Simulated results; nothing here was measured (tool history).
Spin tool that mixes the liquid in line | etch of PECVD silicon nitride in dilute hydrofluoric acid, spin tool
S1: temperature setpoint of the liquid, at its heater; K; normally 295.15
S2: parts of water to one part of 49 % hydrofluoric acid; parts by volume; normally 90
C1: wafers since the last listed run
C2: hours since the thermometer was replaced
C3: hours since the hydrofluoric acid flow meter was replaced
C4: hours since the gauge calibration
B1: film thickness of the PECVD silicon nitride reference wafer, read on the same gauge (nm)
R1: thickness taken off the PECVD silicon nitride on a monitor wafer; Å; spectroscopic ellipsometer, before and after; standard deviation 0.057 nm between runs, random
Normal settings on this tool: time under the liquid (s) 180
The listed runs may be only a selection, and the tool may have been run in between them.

Run 1, hour 0: usual settings; C1 0; C2 805.5; C3 989.3; C4 491.7; B1 90.01. Result: R1 60.1 Å.
Run 2, hour 50.2: usual settings; C1 338; C2 855.7; C3 1039.5; C4 541.9; B1 89.99. Result: R1 61.2 Å.
Run 3, hour 157.9: usual settings; C1 726; C2 963.4; C3 1147.2; C4 649.6; B1 89.99. Result: R1 59.8 Å.
Run 4, hour 203.7: usual settings but S1 294.15 K, S2 80 parts by volume; C1 308; C2 1009.2; C3 1193; C4 695.4; B1 89.97. Result: R1 64.2 Å.
Run 5, hour 288.5: usual settings but S1 294.15 K, S2 80 parts by volume; C1 571; C2 1094; C3 1277.8; C4 780.2; B1 90.01. Result: R1 64.5 Å.
Run 6, hour 351.8: usual settings but S2 105 parts by volume; C1 426; C2 1157.3; C3 1341.1; C4 843.5; B1 90. Result: R1 52.8 Å.
Run 7, hour 392.5: usual settings but S2 105 parts by volume; C1 274; C2 1198; C3 1381.8; C4 884.2; B1 90.04. Result: R1 52.1 Å.
Run 8, hour 648.8: usual settings; C1 1727; C2 1454.3; C3 1638.1; C4 1140.5; B1 90.01. Result: R1 60.6 Å.
Run 9, hour 753.9: usual settings but S1 297.65 K; C1 708; C2 1559.4; C3 1743.2; C4 1245.6; B1 89.96. Result: R1 74.2 Å.
At hour 778.9: hydrofluoric acid flow meter replaced.
Run 10, hour 794.1: usual settings but S2 115 parts by volume; C1 264; C2 1599.6; C3 15.2; C4 1285.8; B1 89.99. Result: R1 50.9 Å.
Run 11, hour 875.1: usual settings but S2 115 parts by volume; C1 546; C2 1680.6; C3 96.2; C4 1366.8; B1 90.01. Result: R1 51.5 Å.
Run 12, hour 944.2: usual settings but S2 115 parts by volume; C1 465; C2 1749.7; C3 165.3; C4 1435.9; B1 89.97. Result: R1 51.4 Å.
Run 13, hour 997: usual settings but time under the liquid (s) 210; C1 355; C2 1802.5; C3 218.1; C4 1488.7; B1 89.98. Result: R1 75.4 Å.
Run 14, hour 1086.6: usual settings; C1 604; C2 1892.1; C3 307.7; C4 1578.3; B1 90.04. Result: R1 66 Å.
At hour 1112.3: hydrofluoric acid flow meter replaced, repeated, since the last time left the tool worse.
At hour 1146.9: thermometer replaced.
Run 15, hour 1183: usual settings but S1 296.65 K, S2 130 parts by volume, time under the liquid (s) 215; C1 636; C2 36.1; C3 70.7; C4 1674.7; B1 89.99. Result: R1 53.2 Å.
Run 16, hour 1219.5: usual settings but time under the liquid (s) 210; C1 246; C2 72.6; C3 107.2; C4 1711.2; B1 90.02. Result: R1 67.3 Å.
Run 17, hour 1265.7: usual settings but S2 70 parts by volume; C1 311; C2 118.8; C3 153.4; C4 1757.4; B1 89.99. Result: R1 73.6 Å.
Run 18, hour 1303.6: usual settings but S1 293.65 K, S2 115 parts by volume, time under the liquid (s) 90; C1 255; C2 156.7; C3 191.3; C4 1795.3; B1 90. Result: R1 20.5 Å.
Run 19, hour 1351.6: usual settings but S1 297.65 K, S2 115 parts by volume, time under the liquid (s) 100; C1 323; C2 204.7; C3 239.3; C4 1843.3; B1 90.03. Result: R1 30 Å.
At hour 1378.2: gauge calibrated.
Run 20, hour 1415.9: usual settings; C1 433; C2 269; C3 303.6; C4 37.7; B1 89.98. Result: R1 58.8 Å.
Run 21, hour 1470.5: usual settings; C1 368; C2 323.6; C3 358.2; C4 92.3; B1 90.02. Result: R1 59 Å.
Run 22, hour 1545.7: usual settings but S2 115 parts by volume; C1 506; C2 398.8; C3 433.4; C4 167.5; B1 90.02. Result: R1 46.9 Å.
Run 23, hour 1721.8: usual settings; C1 1187; C2 574.9; C3 609.5; C4 343.6; B1 90. Result: R1 59.3 Å.
Run 24, hour 1825.9: usual settings but S1 293.65 K, S2 50 parts by volume; C1 701; C2 679; C3 713.6; C4 447.7; B1 89.97. Result: R1 96.7 Å.
Run 25, hour 1920.3: usual settings but S1 298.65 K; C1 636; C2 773.4; C3 808; C4 542.1; B1 89.97. Result: R1 76.2 Å.
Run 26, hour 1994.3: usual settings but S1 290.15 K, S2 125 parts by volume; C1 498; C2 847.4; C3 882; C4 616.1; B1 89.98. Result: R1 31 Å.
Run 27, hour 2070.8: usual settings but S1 291.15 K, S2 120 parts by volume, time under the liquid (s) 255; C1 515; C2 923.9; C3 958.5; C4 692.6; B1 90. Result: R1 48.9 Å.
Run 28, hour 2375.8: usual settings but S1 292.15 K, S2 55 parts by volume, time under the liquid (s) 105; C1 2056; C2 1228.9; C3 1263.5; C4 997.6; B1 90.02. Result: R1 46.4 Å.
Run 29, hour 2477.1: usual settings but S1 298.65 K, S2 50 parts by volume; C1 682; C2 1330.2; C3 1364.8; C4 1098.9; B1 89.98. Result: R1 137.8 Å.

Forecast each of these 4 alternatives for the next run:
Run A, hour 2477.6: usual settings but S2 125 parts by volume; C1 3; C2 1330.7; C3 1365.3; C4 1099.4; B1 ?. Result: R1 ?.
Run B, hour 2477.6: usual settings but S1 291.65 K, S2 55 parts by volume; C1 3; C2 1330.7; C3 1365.3; C4 1099.4; B1 ?. Result: R1 ?.
Run C, hour 2477.6: usual settings but S1 299.15 K, S2 105 parts by volume, time under the liquid (s) 70; C1 3; C2 1330.7; C3 1365.3; C4 1099.4; B1 ?. Result: R1 ?.
Run D, hour 2477.6: usual settings but S1 299.15 K, S2 70 parts by volume; C1 3; C2 1330.7; C3 1365.3; C4 1099.4; B1 ?. Result: R1 ?.

run  B1     R1
  A  90   44.1
  B  90   77.4
  C  90   26.5
  D  90  101.8
With the hidden condition removed and each run's random variation left untouched, the same runs would have given:
run    R1
  A  41.7
  B  73.1
  C    25
  D  96.1
